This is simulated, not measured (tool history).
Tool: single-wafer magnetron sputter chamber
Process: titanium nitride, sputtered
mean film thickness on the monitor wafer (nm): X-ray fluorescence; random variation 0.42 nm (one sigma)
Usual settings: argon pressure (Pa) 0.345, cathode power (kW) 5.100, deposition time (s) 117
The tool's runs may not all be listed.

run,hour,argon pressure (Pa),cathode power (kW),deposition time (s),"read-back reference wafer on the same gauge, thickness_nm",mean film thickness on the monitor wafer (nm)
1,0.0,0.345,5.100,117,135.740,115.501
2,20.7,0.345,5.100,117,136.035,115.339
3,56.1,0.345,5.100,117,135.867,115.612
4,89.1,0.345,5.100,117,136.297,115.399
5,123.8,0.345,5.100,117,135.773,115.999
6,155.6,0.345,5.100,117,135.939,116.149
7,229.4,0.345,5.100,117,136.020,116.451
8,252.2,0.345,4.350,117,136.015,102.127
9,266.3,0.345,4.350,117,136.074,102.010
10,291.3,0.345,4.350,117,136.025,100.998
11,318.9,0.345,5.100,117,136.118,115.323
12,338.0,0.399,5.100,117,136.042,114.196
13,362.3,0.345,5.100,117,136.097,115.925
14,386.6,0.345,5.100,117,136.000,115.237
15,420.5,0.345,5.100,131,136.083,129.833
16,447.7,0.345,5.100,117,136.028,115.777
17,462.8,0.345,5.100,117,136.056,115.942
18,492.2,0.345,5.100,117,135.890,115.633
19,510.7,0.238,6.100,100,135.919,117.847
20,537.7,0.455,4.000,131,135.733,103.410
21,556.5,0.345,4.650,117,136.092,106.688
22,568.7,0.243,3.850,126,135.810,102.574
23,583.6,0.273,4.750,117,135.745,111.160
24,611.0,0.307,5.100,140,136.054,139.859
25,640.8,0.260,4.350,127,135.847,113.696
26,675.1,0.405,4.100,128,135.886,104.749
27,699.3,0.215,5.650,117,136.073,130.671
28,720.2,0.345,5.100,117,136.001,115.308
29,747.0,0.345,5.100,126,135.995,125.150
30,777.5,0.419,4.000,117,135.974,93.599
31,789.9,0.345,5.100,110,135.850,108.310
32,812.3,0.345,5.100,103,135.839,101.372
33,843.3,0.345,4.000,117,136.299,95.920
34,876.8,0.277,5.950,117,135.983,133.785
35,904.7,0.345,5.100,117,135.803,116.653

Not shown: 5 entries that the log had between the listed runs. Between which runs, and how does the tool's hidden state differ before and after?
Between runs 6 and 7: magnet pack replaced (hour 224.5); sputter target and shields replaced (hour 228.9)
  no hidden state differs between the two runs
Between runs 9 and 10: gauge calibrated (hour 272.3)
  no hidden state differs between the two runs
Between runs 14 and 15: capacitance manometer re-zeroed and calibrated (hour 420.0)
  no hidden state differs between the two runs
Between runs 25 and 26: sputter target and shields replaced (hour 667.7)
  no hidden state differs between the two runs
